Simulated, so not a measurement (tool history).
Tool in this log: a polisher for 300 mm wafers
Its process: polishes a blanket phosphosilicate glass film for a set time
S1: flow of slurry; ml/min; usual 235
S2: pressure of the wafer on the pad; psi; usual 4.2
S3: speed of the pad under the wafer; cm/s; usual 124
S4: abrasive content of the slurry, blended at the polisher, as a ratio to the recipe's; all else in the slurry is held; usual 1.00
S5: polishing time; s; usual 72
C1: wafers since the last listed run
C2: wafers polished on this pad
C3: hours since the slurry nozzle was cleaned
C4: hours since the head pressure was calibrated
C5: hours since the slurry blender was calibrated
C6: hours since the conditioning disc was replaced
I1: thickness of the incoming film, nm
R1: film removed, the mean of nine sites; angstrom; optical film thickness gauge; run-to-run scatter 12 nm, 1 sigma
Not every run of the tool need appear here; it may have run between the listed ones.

run,hour,S1,S2,S3,S4,S5,C1,C2,C3,C4,C5,C6,I1,R1
1,0.0,235,4.2,124,1.00,63,0,1110,389.9,157.0,147.2,18.9,4122.2,8589
2,19.1,235,4.2,124,1.00,63,157,1268,409.0,176.1,166.3,38.0,4122.9,8531
# hour 36.9: worn pad replaced by a new one
3,37.4,235,4.2,124,1.00,63,118,3,427.3,194.4,184.6,56.3,4082.7,8655
# hour 49.3: slurry blender recalibrated
4,62.0,235,4.2,124,1.05,72,186,190,451.9,219.0,12.7,80.9,4111.5,9869
# hour 128.8: conditioning disc replaced and pad reconditioned
# hour 157.1: slurry nozzle cleaned
5,157.6,235,4.2,124,1.00,72,764,954,0.5,314.6,108.3,28.8,4084.1,9504
6,189.7,235,4.2,124,1.00,72,264,1219,32.6,346.7,140.4,60.9,4168.7,9815
# hour 197.8: worn pad replaced by a new one
7,224.7,235,4.2,124,1.00,72,255,222,67.6,381.7,175.4,95.9,4137.8,9793
# hour 240.8: slurry blender recalibrated
8,259.4,235,4.2,124,1.20,72,269,492,102.3,416.4,18.6,130.6,4029.5,10411
# hour 264.9: head pressure recalibrated
9,290.8,235,4.2,124,1.20,72,242,734,133.7,25.9,50.0,162.0,4105.1,10676
# hour 310.5: conditioning disc replaced and pad reconditioned
10,317.9,310,5.4,124,1.00,96,207,941,160.8,53.0,77.1,7.4,4118.9,16981
11,338.7,235,4.2,124,0.90,72,171,1113,181.6,73.8,97.9,28.2,4129.2,9445
# hour 357.3: worn pad replaced by a new one
12,368.8,235,5.5,160,1.20,91,215,95,211.7,103.9,128.0,58.3,4075.0,20529
13,383.4,235,4.2,84,1.00,81,120,215,226.3,118.5,142.6,72.9,4122.1,8460
14,409.7,235,4.2,124,1.00,72,217,432,252.6,144.8,168.9,99.2,4036.2,9883
# hour 434.7: slurry blender recalibrated
15,439.0,235,4.2,124,1.00,63,225,657,281.9,174.1,4.3,128.5,4189.7,8756
16,459.3,280,4.2,124,1.00,87,167,825,302.2,194.4,24.6,148.8,4107.3,12074
# hour 467.8: conditioning disc replaced and pad reconditioned
17,471.7,160,4.2,124,0.70,72,85,911,314.6,206.8,37.0,3.9,4127.9,8425
18,505.9,235,4.2,82,1.00,72,282,1193,348.8,241.0,71.2,38.1,4156.3,7434
# hour 514.8: worn pad replaced by a new one
19,523.3,235,5.3,82,0.90,89,110,70,366.2,258.4,88.6,55.5,4085.6,11054
20,559.3,235,4.2,124,1.00,88,297,367,402.2,294.4,124.6,91.5,4140.1,12082
21,586.3,235,4.2,124,1.00,72,222,590,429.2,321.4,151.6,118.5,4074.5,9695
22,617.4,235,4.2,124,1.25,72,256,846,460.3,352.5,182.7,149.6,4082.0,10592
23,641.4,235,4.2,124,1.00,63,198,1045,484.3,376.5,206.7,173.6,4109.4,8518
# hour 644.2: conditioning disc replaced and pad reconditioned
# hour 652.1: head pressure recalibrated
24,657.1,270,4.2,124,0.90,72,96,1141,500.0,5.0,222.4,12.9,4158.6,9628

Below are 5 alternative next runs, each starting from the tool's condition after run 24. Predict each:
A,657.5,235,3.8,124,1.00,72,3,1144,500.4,5.4,222.8,13.3,4105.4,?
B,657.5,200,4.2,124,1.00,59,3,1144,500.4,5.4,222.8,13.3,4105.4,?
C,657.5,265,5.0,124,1.00,72,3,1144,500.4,5.4,222.8,13.3,4105.4,?
D,657.5,235,4.2,158,1.00,72,3,1144,500.4,5.4,222.8,13.3,4105.4,?
E,657.5,235,2.7,124,0.75,72,3,1144,500.4,5.4,222.8,13.3,4105.4,?

run,R1
A,8862
B,7909
C,11781
D,11633
E,5708
Without the tool's hidden state the same runs would have given:
run,R1
A,8862
B,7909
C,11781
D,11633
E,5708

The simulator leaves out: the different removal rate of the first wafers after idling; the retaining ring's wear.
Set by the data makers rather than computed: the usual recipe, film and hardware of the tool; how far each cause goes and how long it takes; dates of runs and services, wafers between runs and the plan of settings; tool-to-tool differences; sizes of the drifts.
